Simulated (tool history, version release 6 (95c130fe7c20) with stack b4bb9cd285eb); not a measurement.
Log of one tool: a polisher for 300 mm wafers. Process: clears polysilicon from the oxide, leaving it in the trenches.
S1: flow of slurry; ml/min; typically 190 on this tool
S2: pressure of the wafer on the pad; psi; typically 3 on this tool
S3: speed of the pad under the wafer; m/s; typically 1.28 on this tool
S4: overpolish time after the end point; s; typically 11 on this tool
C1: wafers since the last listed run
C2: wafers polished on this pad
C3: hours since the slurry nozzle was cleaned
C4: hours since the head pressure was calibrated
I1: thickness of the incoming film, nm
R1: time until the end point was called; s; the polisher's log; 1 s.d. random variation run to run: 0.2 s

| run | hour | S1 | S2 | S3 | S4 | C1 | C2 | C3 | C4 | I1 | R1 |
|---|---|---|---|---|---|---|---|---|---|---|---|
| 1 | 0 | 190 | 3 | 1.46 | 8 | 0 | 406 | 728.3 | 1019.1 | 382.4 | 16.9 |
| 2 | 7.3 | 190 | 3 | 1.28 | 11 | 80 | 486 | 735.6 | 1026.4 | 386.9 | 19.2 |
| 3 | 22.7 | 190 | 3 | 1.28 | 11 | 168 | 655 | 751 | 1041.8 | 371.1 | 18.2 |
| 4 | 34.7 | 190 | 3 | 1.28 | 11 | 131 | 787 | 763 | 1053.8 | 378.2 | 18.8 |
| 5 | 47 | 190 | 3 | 1.28 | 11 | 134 | 922 | 775.3 | 1066.1 | 387.4 | 19.2 |
| 6 | 62.8 | 190 | 3 | 1.28 | 11 | 173 | 1095 | 791.1 | 1081.9 | 377 | 18.7 |
|  | 74.8 | worn pad replaced by a new one |
| 7 | 80.5 | 190 | 3 | 1.28 | 11 | 150 | 62 | 808.8 | 1099.6 | 383.1 | 19.1 |
|  | 118.6 | head pressure recalibrated |
| 8 | 124.8 | 190 | 3 | 1.28 | 9 | 464 | 526 | 853.1 | 6.2 | 375.5 | 18.3 |
| 9 | 141.7 | 190 | 3 | 1.28 | 11 | 185 | 711 | 870 | 23.1 | 383.7 | 19 |
| 10 | 154.6 | 205 | 3 | 1.28 | 11 | 141 | 853 | 882.9 | 36 | 382 | 18.6 |
|  | 162.3 | slurry nozzle cleaned |
| 11 | 162.8 | 190 | 3 | 1.28 | 11 | 79 | 932 | 0.5 | 44.2 | 382.8 | 17.7 |
| 12 | 169.6 | 250 | 4 | 1.56 | 11 | 74 | 1006 | 7.3 | 51 | 374.6 | 10.6 |
| 13 | 182.9 | 190 | 3 | 1.48 | 13 | 145 | 1152 | 20.6 | 64.3 | 378.3 | 15.3 |
|  | 190.2 | worn pad replaced by a new one |
| 14 | 201.9 | 190 | 3 | 1.28 | 11 | 164 | 128 | 39.6 | 83.3 | 373.6 | 17.5 |
| 15 | 210.5 | 190 | 3 | 1.28 | 11 | 94 | 223 | 48.2 | 91.9 | 385.4 | 18.1 |
| 16 | 222.5 | 210 | 2.5 | 1.28 | 11 | 131 | 354 | 60.2 | 103.9 | 378.6 | 20.5 |
| 17 | 233.6 | 170 | 4 | 1.02 | 8 | 121 | 476 | 71.3 | 115 | 376.7 | 17.6 |
| 18 | 242.6 | 190 | 3 | 1.28 | 11 | 98 | 575 | 80.3 | 124 | 380.9 | 18.1 |
| 19 | 256.7 | 190 | 2.4 | 0.9 | 14 | 154 | 729 | 94.4 | 138.1 | 382.7 | 31.1 |
| 20 | 270.2 | 255 | 3 | 1.28 | 6 | 148 | 878 | 107.9 | 151.6 | 382.1 | 17.6 |
| 21 | 277.8 | 190 | 3 | 1.62 | 17 | 83 | 961 | 115.5 | 159.2 | 387.2 | 14.1 |
| 22 | 295.4 | 155 | 3 | 1.28 | 11 | 193 | 1154 | 133.1 | 176.8 | 373.9 | 18 |
| 23 | 303.3 | 190 | 3 | 1.28 | 11 | 86 | 1241 | 141 | 184.7 | 374.8 | 17.2 |
| 24 | 310.1 | 255 | 3.5 | 1.14 | 7 | 74 | 1315 | 147.8 | 191.5 | 380.7 | 16.9 |
| 25 | 320.5 | 190 | 3 | 0.98 | 11 | 114 | 1430 | 158.2 | 201.9 | 379.6 | 23.2 |
|  | 324.7 | worn pad replaced by a new one |
| 26 | 333.4 | 190 | 3.8 | 1.28 | 11 | 97 | 95 | 171.1 | 214.8 | 377.8 | 14.3 |
| 27 | 340 | 190 | 3 | 1.28 | 11 | 72 | 167 | 177.7 | 221.4 | 381.9 | 17.9 |
| 28 | 354.1 | 190 | 3 | 1.28 | 11 | 154 | 322 | 191.8 | 235.5 | 388.6 | 18.6 |
| 29 | 369.6 | 165 | 3.8 | 1.06 | 14 | 170 | 492 | 207.3 | 251 | 381.7 | 17.9 |
| 30 | 382.5 | 190 | 3 | 1.28 | 11 | 141 | 634 | 220.2 | 263.9 | 381.2 | 18 |
| 31 | 416.3 | 145 | 3 | 1.1 | 15 | 370 | 1004 | 254 | 297.7 | 381.9 | 22.5 |
| 32 | 422.9 | 190 | 3.6 | 1.28 | 11 | 72 | 1077 | 260.6 | 304.3 | 383.9 | 15.6 |
|  | 430 | worn pad replaced by a new one |
| 33 | 436.5 | 250 | 3.5 | 1.28 | 14 | 105 | 71 | 274.2 | 317.9 | 378.6 | 15.1 |
| 34 | 446.2 | 150 | 3 | 1.28 | 11 | 106 | 177 | 283.9 | 327.6 | 379.6 | 19.3 |

Take each entry between the runs: how does the hidden state at the last listed run before it differ from the hidden state at the first listed run after it?
After run 6, before run 7: worn pad replaced by a new one (hour 74.8)
  slurry flow missing at the pad, %: 43 -> 43.2
  the result without the hidden state subtracted from the measured one, R1: +1.3 -> +1.3 s
After run 7, before run 8: head pressure recalibrated (hour 118.6)
  slurry flow missing at the pad, %: 43.2 -> 43.5
  the result without the hidden state subtracted from the measured one, R1: +1.3 -> +1.3 s
After run 10, before run 11: slurry nozzle cleaned (hour 162.3)
  slurry flow missing at the pad, %: 43.7 -> 2.23
  the result without the hidden state subtracted from the measured one, R1: +1.2 -> +0 s
After run 13, before run 14: worn pad replaced by a new one (hour 190.2)
  slurry flow missing at the pad, %: 5.09 -> 7.61
  the result without the hidden state subtracted from the measured one, R1: +0.1 -> +0.1 s
After run 25, before run 26: worn pad replaced by a new one (hour 324.7)
  slurry flow missing at the pad, %: 20.1 -> 21.1
  the result without the hidden state subtracted from the measured one, R1: +0.6 -> +0.4 s
After run 32, before run 33: worn pad replaced by a new one (hour 430)
  slurry flow missing at the pad, %: 27.3 -> 28.1
  the result without the hidden state subtracted from the measured one, R1: +0.6 -> +0.5 s
